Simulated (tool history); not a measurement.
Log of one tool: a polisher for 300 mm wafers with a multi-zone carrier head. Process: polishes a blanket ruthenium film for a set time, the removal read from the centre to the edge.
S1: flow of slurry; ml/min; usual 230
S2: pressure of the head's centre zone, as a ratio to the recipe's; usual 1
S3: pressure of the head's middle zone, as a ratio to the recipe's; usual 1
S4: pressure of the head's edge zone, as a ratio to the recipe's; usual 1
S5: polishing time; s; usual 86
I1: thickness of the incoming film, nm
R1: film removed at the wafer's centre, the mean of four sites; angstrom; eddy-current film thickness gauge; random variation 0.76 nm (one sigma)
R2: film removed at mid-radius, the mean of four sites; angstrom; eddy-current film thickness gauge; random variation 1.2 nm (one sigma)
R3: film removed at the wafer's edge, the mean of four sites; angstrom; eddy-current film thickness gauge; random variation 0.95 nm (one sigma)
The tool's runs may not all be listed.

{"run": 1, "hour": 0.0, "S1": 230, "S2": 1, "S3": 1, "S4": 1, "S5": 86, "I1": 571.5, "R1": 811, "R2": 819, "R3": 858}
{"run": 2, "hour": 97.6, "S1": 230, "S2": 1, "S3": 1, "S4": 1, "S5": 86, "I1": 565.6, "R1": 788, "R2": 778, "R3": 835}
{"hour": 106.0, "done": "carrier head's membrane replaced by a new one"}
{"hour": 117.8, "done": "slurry nozzle cleaned"}
{"run": 3, "hour": 178.6, "S1": 230, "S2": 1, "S3": 1, "S4": 1, "S5": 86, "I1": 568.9, "R1": 871, "R2": 864, "R3": 905}
{"run": 4, "hour": 253.8, "S1": 230, "S2": 1, "S3": 1, "S4": 1, "S5": 86, "I1": 568, "R1": 866, "R2": 849, "R3": 910}
{"run": 5, "hour": 300.3, "S1": 230, "S2": 1, "S3": 1.11, "S4": 1.09, "S5": 86, "I1": 561.2, "R1": 870, "R2": 955, "R3": 917}
{"hour": 325.0, "done": "worn pad replaced by a new one"}
{"run": 6, "hour": 399.6, "S1": 300, "S2": 1, "S3": 1, "S4": 1, "S5": 95, "I1": 578, "R1": 982, "R2": 996, "R3": 1025}
{"run": 7, "hour": 458.0, "S1": 230, "S2": 1.06, "S3": 1.06, "S4": 0.95, "S5": 86, "I1": 560.2, "R1": 898, "R2": 921, "R3": 872}
{"run": 8, "hour": 532.5, "S1": 230, "S2": 1, "S3": 0.94, "S4": 1.09, "S5": 75, "I1": 575.9, "R1": 736, "R2": 719, "R3": 819}
{"hour": 538.9, "done": "carrier head's membrane replaced by a new one"}
{"hour": 568.9, "done": "centre zone pressure recalibrated"}
{"run": 9, "hour": 610.2, "S1": 230, "S2": 1, "S3": 1, "S4": 1, "S5": 86, "I1": 567, "R1": 849, "R2": 865, "R3": 903}
{"run": 10, "hour": 652.1, "S1": 230, "S2": 0.91, "S3": 1, "S4": 1, "S5": 100, "I1": 573.9, "R1": 914, "R2": 1001, "R3": 1047}
{"run": 11, "hour": 748.3, "S1": 230, "S2": 1, "S3": 1, "S4": 1, "S5": 86, "I1": 572.5, "R1": 832, "R2": 823, "R3": 887}
{"run": 12, "hour": 837.9, "S1": 230, "S2": 1, "S3": 1, "S4": 1, "S5": 86, "I1": 574, "R1": 830, "R2": 839, "R3": 856}
{"hour": 840.8, "done": "edge zone pressure recalibrated"}
{"hour": 853.5, "done": "worn pad replaced by a new one"}
{"run": 13, "hour": 876.3, "S1": 230, "S2": 1.06, "S3": 1, "S4": 0.9, "S5": 75, "I1": 574, "R1": 741, "R2": 702, "R3": 713}
{"hour": 906.8, "done": "slurry nozzle cleaned"}
{"run": 14, "hour": 972.5, "S1": 230, "S2": 1, "S3": 0.91, "S4": 0.91, "S5": 64, "I1": 564.7, "R1": 646, "R2": 603, "R3": 634}
{"run": 15, "hour": 1026.5, "S1": 230, "S2": 1.1, "S3": 1, "S4": 1.1, "S5": 113, "I1": 566.6, "R1": 1207, "R2": 1166, "R3": 1236}
{"hour": 1061.8, "done": "carrier head's membrane replaced by a new one"}
{"run": 16, "hour": 1066.8, "S1": 230, "S2": 1, "S3": 1, "S4": 1, "S5": 57, "I1": 569.3, "R1": 570, "R2": 567, "R3": 607}
{"run": 17, "hour": 1121.2, "S1": 230, "S2": 1, "S3": 0.95, "S4": 0.88, "S5": 86, "I1": 567.2, "R1": 859, "R2": 827, "R3": 856}
{"run": 18, "hour": 1174.7, "S1": 230, "S2": 1, "S3": 1.09, "S4": 1, "S5": 86, "I1": 581.2, "R1": 872, "R2": 950, "R3": 894}
{"hour": 1241.8, "done": "centre zone pressure recalibrated"}
{"run": 19, "hour": 1264.4, "S1": 150, "S2": 1, "S3": 1, "S4": 1, "S5": 86, "I1": 567, "R1": 806, "R2": 814, "R3": 864}
{"run": 20, "hour": 1316.0, "S1": 230, "S2": 1, "S3": 1, "S4": 1, "S5": 86, "I1": 567.2, "R1": 864, "R2": 877, "R3": 913}
{"run": 21, "hour": 1409.2, "S1": 230, "S2": 1, "S3": 1, "S4": 1, "S5": 86, "I1": 569.7, "R1": 846, "R2": 849, "R3": 886}

What the log doesn't show, run by run:
removal rate lost through wear of the pad, %: 0 in every run
deviation of the centre zone's pressure from its setpoint, %: 0 in every run
deviation of the edge zone's pressure from its setpoint, %: 0 in every run
H1: slurry flow missing at the pad, %
run=1 H1=42.6
run=2 H1=52.2
run=3 H1=4.33
run=4 H1=5.28
run=5 H1=6.24
run=6 H1=9.21
run=7 H1=11.6
run=8 H1=15.2
run=9 H1=19.7
run=10 H1=22.5
run=11 H1=29.7
run=12 H1=37.6
run=13 H1=41.2
run=14 H1=3.2
run=15 H1=3.84
run=16 H1=4.57
run=17 H1=5.89
run=18 H1=7.55
run=19 H1=11.2
run=20 H1=13.7
run=21 H1=19.2
